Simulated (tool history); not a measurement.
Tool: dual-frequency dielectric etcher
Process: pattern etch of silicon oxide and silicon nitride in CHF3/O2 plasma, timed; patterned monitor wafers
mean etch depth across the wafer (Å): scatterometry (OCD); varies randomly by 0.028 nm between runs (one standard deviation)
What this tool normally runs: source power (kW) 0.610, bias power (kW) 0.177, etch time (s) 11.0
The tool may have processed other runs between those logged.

run    hour  source power (kW)  bias power (kW)  etch time (s)  wafers since the last listed run  hours since the last wet clean  hours since the last source power generator calibration  hours since the last bias power generator calibration  hours since the last upper electrode change  hours since the gauge calibration  read-back reference wafer on the same gauge, depth_nm  mean etch depth across the wafer (Å)
  1     0.0              0.570            0.177           11.0                                 0                           427.2                                                   3405.7                                                 1461.2                                       2793.9                              662.2                                                  15.30                                 161.9
       74.8  -- wet clean of the chamber
  2    75.3              0.570            0.177           11.0                               973                             0.5                                                   3481.0                                                 1536.5                                       2869.2                              737.5                                                  15.30                                 164.3
  3   245.6              0.610            0.177           11.0                              3231                           170.8                                                   3651.3                                                 1706.8                                       3039.5                              907.8                                                  15.31                                 168.1
  4   300.4              0.610            0.177           11.0                              1039                           225.6                                                   3706.1                                                 1761.6                                       3094.3                              962.6                                                  15.30                                 166.7
  5   360.6              0.610            0.177           12.0                              1142                           285.8                                                   3766.3                                                 1821.8                                       3154.5                             1022.8                                                  15.30                                 181.8
  6   410.7              0.610            0.177           12.0                               950                           335.9                                                   3816.4                                                 1871.9                                       3204.6                             1072.9                                                  15.29                                 182.0
  7   455.4              0.610            0.177           12.0                               848                           380.6                                                   3861.1                                                 1916.6                                       3249.3                             1117.6                                                  15.30                                 181.2
      557.2  -- wet clean of the chamber
  8   557.7              0.610            0.177           11.0                              1485                             0.5                                                   3963.4                                                 2018.9                                       3351.6                             1219.9                                                  15.30                                 168.6
      648.6  -- bias power generator calibrated
  9   709.0              0.610            0.177           11.0                              2794                           151.8                                                   4114.7                                                   60.4                                       3502.9                             1371.2                                                  15.30                                 167.2
 10   800.7              0.610            0.177           11.0                              1739                           243.5                                                   4206.4                                                  152.1                                       3594.6                             1462.9                                                  15.30                                 166.0
      847.2  -- source power generator calibrated
 11   886.6              0.750            0.216            8.0                              1554                           329.4                                                     39.4                                                  238.0                                       3680.5                             1548.8                                                  15.31                                 135.5
      886.7  -- gauge calibrated
 12   991.3              0.760            0.136            9.5                              1986                           434.1                                                    144.1                                                  342.7                                       3785.2                              104.6                                                  15.30                                 149.8
     1024.3  -- wet clean of the chamber
 13  1095.4              0.610            0.177           11.0                              1519                            71.1                                                    248.2                                                  446.8                                       3889.3                              208.7                                                  15.30                                 167.4
     1123.9  -- upper electrode replaced
 14  1145.1              0.610            0.177           11.0                               487                           120.8                                                    297.9                                                  496.5                                         21.2                              258.4                                                  15.29                                 167.2
 15  1227.2              0.550            0.177           11.0                              1557                           202.9                                                    380.0                                                  578.6                                        103.3                              340.5                                                  15.30                                 159.8
 16  1303.6              0.610            0.198           11.0                              1449                           279.3                                                    456.4                                                  655.0                                        179.7                              416.9                                                  15.30                                 169.8
 17  1353.8              0.530            0.195           14.0                               952                           329.5                                                    506.6                                                  705.2                                        229.9                              467.1                                                  15.30                                 202.6
 18  1412.2              0.670            0.155           13.5                              1108                           387.9                                                    565.0                                                  763.6                                        288.3                              525.5                                                  15.30                                 206.5
     1483.5  -- wet clean of the chamber
 19  1494.6              0.740            0.177            8.5                              1108                            11.1                                                    647.4                                                  846.0                                        370.7                              607.9                                                  15.30                                 140.5
 20  1640.0              0.610            0.177           12.0                              2758                           156.5                                                    792.8                                                  991.4                                        516.1                              753.3                                                  15.29                                 182.6

What if the next run were any one of these 5? Each begins from the tool's condition after run 20:
  A  1640.4              0.670            0.177           11.0                                 7                           156.9                                                    793.2                                                  991.8                                        516.5                              753.7                                                      ?                                     ?
  B  1640.4              0.610            0.156           11.0                                 7                           156.9                                                    793.2                                                  991.8                                        516.5                              753.7                                                      ?                                     ?
  C  1640.4              0.510            0.136           12.5                                 7                           156.9                                                    793.2                                                  991.8                                        516.5                              753.7                                                      ?                                     ?
  D  1640.4              0.610            0.135            8.5                                 7                           156.9                                                    793.2                                                  991.8                                        516.5                              753.7                                                      ?                                     ?
  E  1640.4              0.490            0.208           13.5                                 7                           156.9                                                    793.2                                                  991.8                                        516.5                              753.7                                                      ?                                     ?

run  read-back reference wafer on the same gauge, depth_nm  mean etch depth across the wafer (Å)
  A                                                  15.30                                 173.6
  B                                                  15.30                                 163.9
  C                                                  15.30                                 169.8
  D                                                  15.30                                 124.1
  E                                                  15.30                                 193.1
Without the tool's hidden state the same runs would have given:
run  mean etch depth across the wafer (Å)
  A                                 174.1
  B                                 164.4
  C                                 170.3
  D                                 124.4
  E                                 193.7
